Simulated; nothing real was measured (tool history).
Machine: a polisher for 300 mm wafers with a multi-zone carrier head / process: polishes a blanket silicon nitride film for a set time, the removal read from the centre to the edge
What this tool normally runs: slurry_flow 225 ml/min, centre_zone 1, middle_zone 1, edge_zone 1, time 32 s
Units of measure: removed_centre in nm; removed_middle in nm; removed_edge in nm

run	hour	slurry_flow	centre_zone	middle_zone	edge_zone	time	incoming thickness of the incoming film, nm	removed_centre	removed_middle	removed_edge
1	0	255	1	1	1	32	918.8	42.4	43.5	45.4
2	62.4	225	1	1	1.06	32	910	41	43.3	46
# hour 111.5: worn pad replaced by a new one
# hour 131.7: centre zone pressure recalibrated
3	145.2	225	1	1	0.94	32	916.7	39.6	44.6	44.3
4	212.4	150	0.95	1	1	32	919.7	36.8	42.1	44
5	317.2	225	1	1	1	32	919.1	39.3	43.3	44.6
# hour 349: carrier head's membrane replaced by a new one
6	370.4	225	0.92	0.91	1	32	929.4	37.5	41.9	45
7	432.3	225	0.88	1.09	1	27	938.6	30.2	38.2	37.4
8	539.4	180	1	1	1.05	32	921.9	38	43.6	45.5
# hour 605: worn pad replaced by a new one
# hour 607.9: centre zone pressure recalibrated, repeated, since the last time left the tool worse
9	612.4	155	1	0.93	1	32	918.3	41.3	40.3	43.2
10	692.2	225	1	1	1.08	32	936.2	43.4	43.6	46.7
11	776.4	225	1.06	1	1.06	32	931	44.2	43.4	45.9
# hour 785: slurry nozzle cleaned
12	853.4	170	1	0.96	1.04	41	925	53	54	57.6
13	904.2	225	1	1	1	40	906.2	52	53.7	56.2
# hour 958.1: edge zone pressure recalibrated
14	994.2	270	1	1	1	29	925.9	37.9	39.9	40.9
15	1057.8	225	1	1	1	25	913	32.6	33.9	35.2
16	1125	225	1	1.08	1.04	32	925.6	41.7	45.4	46.1
# hour 1142.6: worn pad replaced by a new one
17	1171.6	245	1.05	0.94	0.96	32	903.2	43.9	42.2	44.2
18	1237.1	185	0.95	1	1	27	905	33	36.4	37.3
# hour 1313.5: centre zone pressure recalibrated
19	1316.2	225	1	1	1	32	931	42.9	43.1	44.8
20	1377.5	225	1	1	1.05	25	913.2	33	33.6	36.2
21	1440.1	225	1	1	1	25	907.9	32.9	34	35

5 ways to go on from here, each from the tool as it stands after run 21. What would each give?
A	1440.5	225	1	0.9	1	32	936.7	?	?	?
B	1440.5	155	1	1	1	32	936.7	?	?	?
C	1440.5	225	1	0.92	1	32	936.7	?	?	?
D	1440.5	290	0.88	1	1	25	936.7	?	?	?
E	1440.5	225	0.96	1.07	1	32	936.7	?	?	?

run	removed_centre	removed_middle	removed_edge
A	43.1	41.3	45.3
B	41.5	42	44.1
C	43.1	41.7	45.3
D	31.6	34.7	35.9
E	41.9	45	45.2
The same runs, with their run-to-run variation unchanged, on a tool lacking any hidden condition would have given:
run	removed_centre	removed_middle	removed_edge
A	44	41.3	45.3
B	42.3	42	44.1
C	44	41.7	45.3
D	32.3	34.7	35.9
E	42.8	45	45.2
